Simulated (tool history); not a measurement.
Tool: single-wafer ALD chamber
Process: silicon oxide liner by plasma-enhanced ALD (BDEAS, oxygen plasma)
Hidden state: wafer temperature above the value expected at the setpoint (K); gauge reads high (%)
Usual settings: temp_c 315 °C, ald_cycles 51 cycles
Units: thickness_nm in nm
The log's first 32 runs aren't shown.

| run | day | temp_c | ald_cycles | wafers since the last listed run | hours since the last thermocouple change | hours since the gauge calibration | read-back reference wafer on the same gauge, thickness_nm | thickness_nm |
|---|---|---|---|---|---|---|---|---|
| 33 | 32.825 | 315 | 42 | 257 | 147.7 | 71 | 5.588 | 4.012 |
| 34 | 33.6 | 301 | 42 | 183 | 166.3 | 89.6 | 5.591 | 4.094 |
| 35 | 34.475 | 326 | 42 | 207 | 187.3 | 110.6 | 5.592 | 3.958 |
| 36 | 34.983 | 325 | 55 | 120 | 199.5 | 122.8 | 5.596 | 5.196 |
| 37 | 35.571 | 304 | 59 | 139 | 213.6 | 136.9 | 5.597 | 5.719 |
| 38 | 36.912 | 328 | 51 | 318 | 245.8 | 169.1 | 5.6 | 4.811 |
| 39 | 38.029 | 315 | 46 | 264 | 272.6 | 195.9 | 5.607 | 4.405 |
| 40 | 39.088 | 315 | 51 | 250 | 298 | 221.3 | 5.608 | 4.885 |
| 41 | 40.196 | 310 | 59 | 262 | 324.6 | 247.9 | 5.609 | 5.692 |
| 42 | 40.788 | 320 | 51 | 140 | 338.8 | 262.1 | 5.608 | 4.853 |
| 43 | 42.058 | 307 | 51 | 301 | 369.3 | 292.6 | 5.615 | 4.942 |

The next listed run, before its measurement:
| 44 | 42.675 | 311 | 55 | 146 | 384.1 | 307.4 | ? | ? |

{"run 44": {"read-back reference wafer on the same gauge, thickness_nm": 5.616, "thickness_nm": 5.324}}
Without the tool's hidden state the same run would have given thickness_nm 5.288 nm.
